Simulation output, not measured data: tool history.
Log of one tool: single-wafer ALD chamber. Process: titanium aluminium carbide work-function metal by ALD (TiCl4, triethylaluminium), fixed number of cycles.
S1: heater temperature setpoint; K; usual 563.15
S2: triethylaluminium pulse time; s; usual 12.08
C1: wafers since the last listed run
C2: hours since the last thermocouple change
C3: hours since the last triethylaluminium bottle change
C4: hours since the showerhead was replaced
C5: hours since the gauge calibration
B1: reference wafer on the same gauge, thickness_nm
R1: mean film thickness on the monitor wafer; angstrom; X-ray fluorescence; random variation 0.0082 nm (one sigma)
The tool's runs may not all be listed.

run	hour	S1	S2	C1	C2	C3	C4	C5	B1	R1
1	0	575.15	9.98	0	1134.7	1248	5905	898	1.959	18.35
2	22	575.15	9.98	140	1156.7	1270	5927	920	1.958	18.22
3	42.5	555.15	12.08	130	1177.2	1290.5	5947.5	940.5	1.958	17.59
4	64.6	555.15	12.08	141	1199.3	1312.6	5969.6	962.6	1.958	17.51
5	88.2	563.15	12.08	150	1222.9	1336.2	5993.2	986.2	1.96	18.2
6	108.2	563.15	12.08	127	1242.9	1356.2	6013.2	1006.2	1.961	18.24
# hour 120.7: thermocouple changed; heater temperature recalibrated
7	122.4	551.15	12.08	39	1.7	1370.4	6027.4	1020.4	1.96	16.73
8	144.6	551.15	12.08	141	23.9	1392.6	6049.6	1042.6	1.961	16.57
9	176.2	573.15	12.08	201	55.5	1424.2	6081.2	1074.2	1.959	18.52
10	205.1	552.15	16.63	184	84.4	1453.1	6110.1	1103.1	1.961	17.67
11	225.9	563.15	12.08	132	105.2	1473.9	6130.9	1123.9	1.959	17.6
12	259.1	555.15	15.78	212	138.4	1507.1	6164.1	1157.1	1.959	17.88
# hour 270.6: triethylaluminium bottle replaced
13	284.8	577.15	16.28	113	164.1	14.2	6189.8	1182.8	1.962	20.61
14	306.9	556.15	16.88	141	186.2	36.3	6211.9	1204.9	1.961	18.72
15	339.6	553.15	10.27	208	218.9	69	6244.6	1237.6	1.962	17.48
# hour 348: showerhead replaced
16	438.1	575.15	12.08	578	317.4	167.5	90.1	1336.1	1.962	20.04
17	459.7	563.15	12.08	137	339	189.1	111.7	1357.7	1.957	18.72
18	472.5	563.15	12.08	81	351.8	201.9	124.5	1370.5	1.96	18.65
19	504.7	578.15	8.11	205	384	234.1	156.7	1402.7	1.961	18.28
20	521.2	563.15	12.08	105	400.5	250.6	173.2	1419.2	1.96	18.77
21	537.8	559.15	12.08	106	417.1	267.2	189.8	1435.8	1.96	18.46
# hour 541: gauge calibrated
22	556.2	574.15	16.8	117	435.5	285.6	208.2	15.2	1.96	20.23
23	587.9	577.15	13.38	202	467.2	317.3	239.9	46.9	1.959	20.41
24	599.9	567.15	8.94	76	479.2	329.3	251.9	58.9	1.961	17.83
25	631.9	563.15	12.08	204	511.2	361.3	283.9	90.9	1.961	18.82
26	697.9	568.15	8.37	421	577.2	427.3	349.9	156.9	1.96	17.2
27	725.7	552.15	12.08	177	605	455.1	377.7	184.7	1.959	17.61
28	753.3	551.15	14.72	176	632.6	482.7	405.3	212.3	1.959	18.07
29	784.3	563.15	16.17	198	663.6	513.7	436.3	243.3	1.958	19.16
30	810	553.15	13.98	164	689.3	539.4	462	269	1.961	18
31	837.9	563.15	9.59	178	717.2	567.3	489.9	296.9	1.961	17.5
32	855.7	563.15	10.54	113	735	585.1	507.7	314.7	1.959	17.92
33	889.7	553.15	8.85	217	769	619.1	541.7	348.7	1.961	16.02

4 ways to go on from here, each from the tool as it stands after run 33. What would each give?
A	890.1	563.15	12.08	2	769.4	619.5	542.1	349.1	?	?
B	890.1	576.15	8.39	2	769.4	619.5	542.1	349.1	?	?
C	890.1	578.15	12.08	2	769.4	619.5	542.1	349.1	?	?
D	890.1	563.15	8.61	2	769.4	619.5	542.1	349.1	?	?

run	B1	R1
A	1.96	18.57
B	1.96	17.6
C	1.96	19.98
D	1.96	16.71
Without the tool's hidden state the same runs would have given:
run	R1
A	18.84
B	18.91
C	20.3
D	17.84

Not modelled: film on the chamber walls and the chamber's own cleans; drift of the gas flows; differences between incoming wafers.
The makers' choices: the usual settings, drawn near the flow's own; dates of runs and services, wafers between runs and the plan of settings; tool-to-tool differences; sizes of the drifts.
